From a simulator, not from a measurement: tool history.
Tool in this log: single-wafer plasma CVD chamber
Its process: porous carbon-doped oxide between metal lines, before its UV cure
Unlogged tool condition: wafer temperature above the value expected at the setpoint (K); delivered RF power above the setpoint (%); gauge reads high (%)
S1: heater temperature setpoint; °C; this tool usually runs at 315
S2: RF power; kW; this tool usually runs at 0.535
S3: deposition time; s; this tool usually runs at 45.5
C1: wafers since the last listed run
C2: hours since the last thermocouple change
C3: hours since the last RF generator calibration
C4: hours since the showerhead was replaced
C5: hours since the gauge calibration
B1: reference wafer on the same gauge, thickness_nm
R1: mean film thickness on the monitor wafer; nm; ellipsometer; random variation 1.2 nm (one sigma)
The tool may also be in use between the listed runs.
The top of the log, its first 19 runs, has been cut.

| run | day | S1 | S2 | S3 | C1 | C2 | C3 | C4 | C5 | B1 | R1 |
|---|---|---|---|---|---|---|---|---|---|---|---|
| 20 | 21.921 | 307 | 0.535 | 45.5 | 316 | 270.1 | 111.9 | 2693.2 | 191.9 | 214.043 | 229.986 |
|  | 22.812 | showerhead replaced |
| 21 | 22.833 | 315 | 0.535 | 45.5 | 202 | 292 | 133.8 | 0.5 | 213.8 | 214.18 | 219.363 |
| 22 | 23.475 | 315 | 0.605 | 53.2 | 224 | 307.4 | 149.2 | 15.9 | 229.2 | 214.111 | 287.152 |
| 23 | 24.317 | 315 | 0.535 | 45.5 | 294 | 327.6 | 169.4 | 36.1 | 249.4 | 214.274 | 217.215 |
| 24 | 25.346 | 315 | 0.605 | 45.5 | 360 | 352.3 | 194.1 | 60.8 | 274.1 | 213.863 | 243.886 |
| 25 | 26.846 | 326 | 0.46 | 45.5 | 525 | 388.3 | 230.1 | 96.8 | 310.1 | 214.308 | 179.099 |
| 26 | 27.446 | 328 | 0.48 | 42.8 | 210 | 402.7 | 244.5 | 111.2 | 324.5 | 213.988 | 173.495 |
| 27 | 29.079 | 315 | 0.535 | 45.5 | 572 | 441.9 | 283.7 | 150.4 | 363.7 | 213.765 | 217.576 |
| 28 | 30.121 | 315 | 0.535 | 45.5 | 364 | 466.9 | 308.7 | 175.4 | 388.7 | 213.732 | 219.084 |
| 29 | 31.083 | 325 | 0.49 | 40.5 | 337 | 490 | 331.8 | 198.5 | 411.8 | 214.329 | 171.099 |
| 30 | 32.438 | 315 | 0.535 | 45.5 | 474 | 522.5 | 364.3 | 231 | 444.3 | 213.876 | 215.912 |
| 31 | 33.304 | 311 | 0.595 | 45.5 | 303 | 543.3 | 385.1 | 251.8 | 465.1 | 213.639 | 242.427 |

Forecast each of these 3 alternatives for the next run:
| A | 33.321 | 315 | 0.535 | 42.1 | 5 | 543.7 | 385.5 | 252.2 | 465.5 | ? | ? |
| B | 33.321 | 320 | 0.43 | 51 | 5 | 543.7 | 385.5 | 252.2 | 465.5 | ? | ? |
| C | 33.321 | 308 | 0.585 | 52.1 | 5 | 543.7 | 385.5 | 252.2 | 465.5 | ? | ? |

| run | B1 | R1 |
|---|---|---|
| A | 213.843 | 198.854 |
| B | 213.843 | 185.578 |
| C | 213.843 | 274.624 |
Had the tool no hidden state, the same runs would have come out as:
| run | R1 |
|---|---|
| A | 205.355 |
| B | 192.844 |
| C | 283.413 |
